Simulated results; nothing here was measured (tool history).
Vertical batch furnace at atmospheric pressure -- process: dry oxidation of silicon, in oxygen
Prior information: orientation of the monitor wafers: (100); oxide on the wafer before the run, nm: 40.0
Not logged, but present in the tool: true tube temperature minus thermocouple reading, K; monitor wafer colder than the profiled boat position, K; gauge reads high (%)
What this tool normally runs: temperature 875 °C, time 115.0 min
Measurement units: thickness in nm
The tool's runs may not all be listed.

run	hour	temperature	time	wafers since the last listed run	hours since the last temperature calibration	hours since the boat lift was adjusted	hours since the gauge calibration	read-back reference wafer on the same gauge, thickness	thickness
1	0.0	875	145.0	0	728.1	2254.2	772.4	48.17	52.39
2	150.0	875	145.0	1459	878.1	2404.2	922.4	48.08	52.50
3	219.9	881	82.5	680	948.0	2474.1	992.3	48.11	47.11
4	276.9	881	82.5	554	1005.0	2531.1	1049.3	48.02	47.60
5	346.4	881	82.5	676	1074.5	2600.6	1118.8	48.15	47.48
6	392.2	875	115.0	445	1120.3	2646.4	1164.6	48.11	49.70
7	455.7	875	115.0	618	1183.8	2709.9	1228.1	48.13	50.01
8	494.1	875	115.0	373	1222.2	2748.3	1266.5	48.09	49.74
9	555.7	875	115.0	599	1283.8	2809.9	1328.1	48.07	49.90
# hour 634.6: boat lift adjusted
10	635.1	875	115.0	539	1363.2	0.5	1407.5	48.08	50.03
11	675.4	875	100.5	392	1403.5	40.8	1447.8	48.10	48.01
12	745.5	875	100.5	682	1473.6	110.9	1517.9	48.05	48.09
13	812.7	875	100.5	654	1540.8	178.1	1585.1	48.09	48.29
14	877.8	875	115.0	633	1605.9	243.2	1650.2	48.10	49.96
15	920.9	891	115.0	419	1649.0	286.3	1693.3	48.03	53.00
16	965.0	891	115.0	429	1693.1	330.4	1737.4	48.07	52.81
17	1036.3	891	115.0	693	1764.4	401.7	1808.7	48.10	52.97
18	1108.0	888	154.0	697	1836.1	473.4	1880.4	48.09	56.50

Expected results for the next run?
19	1134.6	875	115.0	258	1862.7	500.0	1907.0	?	?

read-back reference wafer on the same gauge, thickness: 48.15
thickness: 49.67 nm
Minus the tool's unlogged condition, the same run would have read thickness 49.67 nm.

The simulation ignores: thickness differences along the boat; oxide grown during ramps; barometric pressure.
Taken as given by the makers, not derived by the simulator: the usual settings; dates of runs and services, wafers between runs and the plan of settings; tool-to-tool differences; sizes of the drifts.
